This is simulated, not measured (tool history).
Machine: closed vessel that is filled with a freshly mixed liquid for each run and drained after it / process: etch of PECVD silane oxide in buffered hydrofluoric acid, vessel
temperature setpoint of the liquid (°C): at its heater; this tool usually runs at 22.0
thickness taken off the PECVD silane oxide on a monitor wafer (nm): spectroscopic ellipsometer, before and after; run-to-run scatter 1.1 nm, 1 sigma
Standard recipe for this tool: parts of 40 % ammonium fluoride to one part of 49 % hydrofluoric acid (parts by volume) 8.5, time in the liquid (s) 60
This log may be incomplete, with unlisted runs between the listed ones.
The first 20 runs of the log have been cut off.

run,hour,temperature setpoint of the liquid (°C),parts of 40 % ammonium fluoride to one part of 49 % hydrofluoric acid (parts by volume),time in the liquid (s),"read-back film thickness of the PECVD silane oxide reference wafer, read on the same gauge (nm)",thickness taken off the PECVD silane oxide on a monitor wafer (nm)
21,871.0,22.0,8.5,85,58.86,267.28
22,898.9,22.0,6.0,35,58.79,155.89
23,957.2,22.0,8.5,70,58.67,221.17
24,984.1,24.0,8.5,60,58.63,211.09
# hour 997.5: thermometer replaced
25,1017.4,22.0,8.5,60,58.52,187.33
26,1061.4,23.5,8.5,75,58.48,257.07
27,1101.8,22.0,9.5,40,58.36,113.47
28,1137.2,19.0,6.0,50,58.26,186.50
29,1164.0,22.0,6.5,70,58.20,287.18
30,1209.5,17.5,10.5,30,58.13,60.99
31,1255.1,19.0,10.0,85,57.97,196.38
32,1293.4,22.0,8.5,60,57.95,185.33

Alternative continuations, all from the tool just after run 32; predict every row:
A,1294.1,19.5,8.5,60,?,?
B,1294.1,24.0,7.5,70,?,?
C,1294.1,22.0,8.5,30,?,?
D,1294.1,26.0,8.5,90,?,?

run,"read-back film thickness of the PECVD silane oxide reference wafer, read on the same gauge (nm)",thickness taken off the PECVD silane oxide on a monitor wafer (nm)
A,57.90,161.63
B,57.90,276.96
C,57.90,92.89
D,57.90,346.52
Stripped of hidden state, with their random variation kept, the same runs would have yielded:
run,thickness taken off the PECVD silane oxide on a monitor wafer (nm)
A,167.48
B,286.98
C,96.25
D,359.06
